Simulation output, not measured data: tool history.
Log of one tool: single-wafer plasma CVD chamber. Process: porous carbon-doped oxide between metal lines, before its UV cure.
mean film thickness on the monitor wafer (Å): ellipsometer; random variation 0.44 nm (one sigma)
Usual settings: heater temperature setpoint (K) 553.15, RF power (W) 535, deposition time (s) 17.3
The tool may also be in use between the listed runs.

run,hour,heater temperature setpoint (K),RF power (W),deposition time (s),wafers since the last listed run,hours since the last thermocouple change,hours since the last RF generator calibration,hours since the showerhead was replaced,hours since the gauge calibration,"read-back reference wafer on the same gauge, thickness_nm",mean film thickness on the monitor wafer (Å)
1,0,553.15,535,17.3,0,728.3,1787.9,2171.6,420.3,106.897,1106.76
2,12.3,553.15,535,17.3,292,740.6,1800.2,2183.9,432.6,107.037,1106.97
3,19.1,553.15,535,17.3,161,747.4,1807,2190.7,439.4,107.032,1116.64
4,29.5,553.15,505,17.3,247,757.8,1817.4,2201.1,449.8,106.956,1071.5
5,45,553.15,505,17.3,368,773.3,1832.9,2216.6,465.3,106.983,1065.68
6,59.5,553.15,590,17.3,344,787.8,1847.4,2231.1,479.8,107.027,1179.72
7,69.8,553.15,590,17.3,244,798.1,1857.7,2241.4,490.1,107.141,1174.92
# hour 78.3: gauge calibrated
8,82.6,553.15,590,17.3,304,810.9,1870.5,2254.2,4.3,107.057,1185.64
# hour 94: showerhead replaced
9,100.5,553.15,535,17.3,235,828.8,1888.4,6.5,22.2,106.885,1111.98
10,118.4,553.15,535,17.3,425,846.7,1906.3,24.4,40.1,106.951,1116.52
11,128.4,553.15,535,17.3,237,856.7,1916.3,34.4,50.1,107.06,1116.42
12,138.4,553.15,475,17.3,237,866.7,1926.3,44.4,60.1,107.023,1026.49
13,148.9,553.15,475,17.3,249,877.2,1936.8,54.9,70.6,107.048,1034.73
14,161.6,553.15,535,17.3,301,889.9,1949.5,67.6,83.3,106.954,1115.47
15,170,553.15,535,20,199,898.3,1957.9,76,91.7,106.935,1286.72
16,176.7,542.15,430,17.3,159,905,1964.6,82.7,98.4,107.013,1046.85
17,189.4,539.15,535,17.3,301,917.7,1977.3,95.4,111.1,106.968,1230.65
18,200.5,553.15,580,17.3,263,928.8,1988.4,106.5,122.2,106.945,1169.99
19,207.2,553.15,440,18.9,159,935.5,1995.1,113.2,128.9,106.838,1059.58
20,215.5,558.15,580,20.1,197,943.8,2003.4,121.5,137.2,106.969,1311.01
# hour 226.3: RF generator calibrated
21,231.2,553.15,535,17.3,182,959.5,4.9,137.2,152.9,107.037,1111.33
22,238.3,553.15,535,17.3,168,966.6,12,144.3,160,106.914,1120.98
23,246.4,558.15,575,19.2,192,974.7,20.1,152.4,168.1,106.908,1252.09
24,254.8,553.15,535,17.3,199,983.1,28.5,160.8,176.5,107.034,1126.88
# hour 263.4: thermocouple changed; heater temperature recalibrated
25,263.9,553.15,460,17.3,26,0.5,37.6,169.9,185.6,107.059,954.58
26,273,559.15,630,20.1,216,9.6,46.7,179,194.7,107.012,1301.55
27,280.5,538.15,455,15.3,178,17.1,54.2,186.5,202.2,106.863,939.96
28,297.2,553.15,535,17.3,396,33.8,70.9,203.2,218.9,107.027,1065.17
29,304.9,563.15,490,17.3,182,41.5,78.6,210.9,226.6,107.017,938.76
30,314.2,553.15,535,15.2,220,50.8,87.9,220.2,235.9,106.843,937.96
31,328.5,553.15,535,17.3,339,65.1,102.2,234.5,250.2,106.868,1062.25
32,335.5,540.15,495,17.3,166,72.1,109.2,241.5,257.2,107.1,1113.32
33,369.7,547.15,445,20.6,812,106.3,143.4,275.7,291.4,106.985,1169.16
34,377.3,553.15,535,15.5,180,113.9,151,283.3,299,107.044,965.31
35,389.9,553.15,535,17.3,299,126.5,163.6,295.9,311.6,106.861,1077.43

What the log doesn't show, run by run:
delivered RF power above the setpoint (%): 0 in every run
gauge reads high (%): 0 in every run
H1: wafer temperature above the value expected at the setpoint (K)
run,H1
1,-6.12
2,-6.15
3,-6.16
4,-6.18
5,-6.21
6,-6.24
7,-6.26
8,-6.28
9,-6.31
10,-6.34
11,-6.36
12,-6.37
13,-6.38
14,-6.4
15,-6.41
16,-6.42
17,-6.44
18,-6.45
19,-6.46
20,-6.47
21,-6.49
22,-6.5
23,-6.5
24,-6.51
25,0.69
26,0.524
27,0.391
28,0.104
29,-0.0241
30,-0.174
31,-0.398
32,-0.504
33,-0.992
34,-1.09
35,-1.26

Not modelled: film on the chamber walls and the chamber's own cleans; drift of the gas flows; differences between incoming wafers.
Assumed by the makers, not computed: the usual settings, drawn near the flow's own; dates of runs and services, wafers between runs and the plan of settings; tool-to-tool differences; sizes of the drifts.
